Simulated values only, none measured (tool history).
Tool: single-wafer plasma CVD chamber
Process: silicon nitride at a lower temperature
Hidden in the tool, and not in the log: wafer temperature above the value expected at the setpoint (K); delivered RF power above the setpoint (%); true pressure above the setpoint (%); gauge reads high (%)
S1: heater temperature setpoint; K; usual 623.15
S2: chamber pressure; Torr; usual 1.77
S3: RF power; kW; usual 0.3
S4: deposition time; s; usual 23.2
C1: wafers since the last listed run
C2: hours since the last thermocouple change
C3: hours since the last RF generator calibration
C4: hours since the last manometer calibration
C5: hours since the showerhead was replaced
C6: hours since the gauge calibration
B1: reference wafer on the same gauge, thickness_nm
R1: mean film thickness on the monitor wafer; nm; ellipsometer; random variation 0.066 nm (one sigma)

run     day      S1    S2     S3    S4    C1      C2      C3      C4      C5      C6      B1      R1
  1       0  617.15  1.77    0.3  23.2     0  2039.7  1584.7  1989.2  3765.6     663  21.194  26.226
  2   2.617  617.15  1.77    0.3  23.2  1353  2102.5  1647.5    2052  3828.4   725.8  21.211  26.206
  3   5.308  617.15  1.77    0.3  23.2  1392  2167.1  1712.1  2116.6    3893   790.4   21.21  26.269
  4   8.071  623.15  1.77  0.275  23.2  1428  2233.4  1778.4  2182.9  3959.3   856.7  21.233  25.042
  5  10.288  623.15  1.77  0.275  23.2  1146  2286.6  1831.6  2236.1  4012.5   909.9  21.197  24.935
  6  11.362  623.15  1.77  0.275  23.2   555  2312.4  1857.4  2261.9  4038.3   935.7  21.207   24.98
  7  13.362  623.15  1.77    0.3  23.2  1034  2360.4  1905.4  2309.9  4086.3   983.7  21.193  26.292
  8  15.146  623.15  1.77    0.3  23.2   922  2403.2  1948.2  2352.7  4129.1  1026.5  21.227  26.311
  9  17.296  623.15  1.77    0.3  23.2  1111  2454.8  1999.8  2404.3  4180.7  1078.1  21.213  26.227
 10  18.412  623.15  1.77    0.3  23.2   577  2481.6  2026.6  2431.1  4207.5  1104.9   21.21  26.195
 11  20.017  623.15  1.77    0.3  23.2   829  2520.1  2065.1  2469.6    4246  1143.4  21.203  26.237
      21.25  -- RF generator calibrated
 12  22.471  623.15  1.77   0.28  23.2  1096    2579    29.3  2528.5  4304.9  1202.3    21.2  25.831
 13  24.588  623.15  1.77   0.26  23.2  1094  2629.8    80.1  2579.3  4355.7  1253.1  21.209  24.661
     24.967  -- showerhead replaced
 14  27.333  615.15  1.77   0.24  23.2  1247  2695.7     146  2645.2    56.8    1319  21.211  23.594
 15  29.312  632.15  1.36  0.325    19  1023  2743.2   193.5  2692.7   104.3  1366.5  21.199  20.816
     29.917  -- capacitance manometer re-zeroed and calibrated
     30.075  -- thermocouple changed; heater temperature recalibrated
 16  31.946  623.15  1.77    0.3  23.2  1108    44.9   256.7    48.7   167.5  1429.7  21.206  26.101
 17  33.212  611.15  1.77    0.3  23.2   655    75.3   287.1    79.1   197.9  1460.1  21.189  26.166
 18  34.321  623.15  1.77    0.3  23.2   573   101.9   313.7   105.7   224.5  1486.7  21.208  26.166
 19    36.7  617.15  1.77    0.3  23.2  1230     159   370.8   162.8   281.6  1543.8   21.22   26.31
      39.05  -- gauge calibrated
 20  39.083  623.15  1.77    0.3  23.2  1232   216.2     428     220   338.8     0.8  21.196  26.108
 21  40.225  623.15  1.51  0.325  23.2   590   243.6   455.4   247.4   366.2    28.2   21.21  25.977
 22  42.121  623.15  1.77    0.3  23.2   980   289.1   500.9   292.9   411.7    73.7  21.195  26.061
 23   44.75  637.15  1.77   0.32  23.2  1359   352.2     564     356   474.8   136.8  21.213  26.993
 24    46.9  630.15  2.11   0.26  23.2  1111   403.8   615.6   407.6   526.4   188.4   21.21  25.385
 25  49.367  633.15  1.97    0.3  19.5  1275     463   674.8   466.8   585.6   247.6  21.218   22.75
 26  52.162  612.15  1.77  0.255  26.1  1445   530.1   741.9   533.9   652.7   314.7    21.2  26.861
 27  54.433  608.15  1.77  0.275  19.3  1174   584.6   796.4   588.4   707.2   369.2  21.215  20.841

3 ways to go on from here, each from the tool as it stands after run 27. What would each give?
  A  54.45  623.15  1.77    0.3  20.3   8  585  796.8  588.8  707.6  369.6   ?   ?
  B  54.45  623.15  1.77  0.255  21.9   8  585  796.8  588.8  707.6  369.6   ?   ?
  C  54.45  623.15  1.44   0.27  23.2   8  585  796.8  588.8  707.6  369.6   ?   ?

run      B1      R1
  A  21.204  22.934
  B  21.204  22.505
  C  21.204  22.951
Without the tool's hidden state the same runs would have given:
run      R1
  A  22.884
  B  22.463
  C  22.894

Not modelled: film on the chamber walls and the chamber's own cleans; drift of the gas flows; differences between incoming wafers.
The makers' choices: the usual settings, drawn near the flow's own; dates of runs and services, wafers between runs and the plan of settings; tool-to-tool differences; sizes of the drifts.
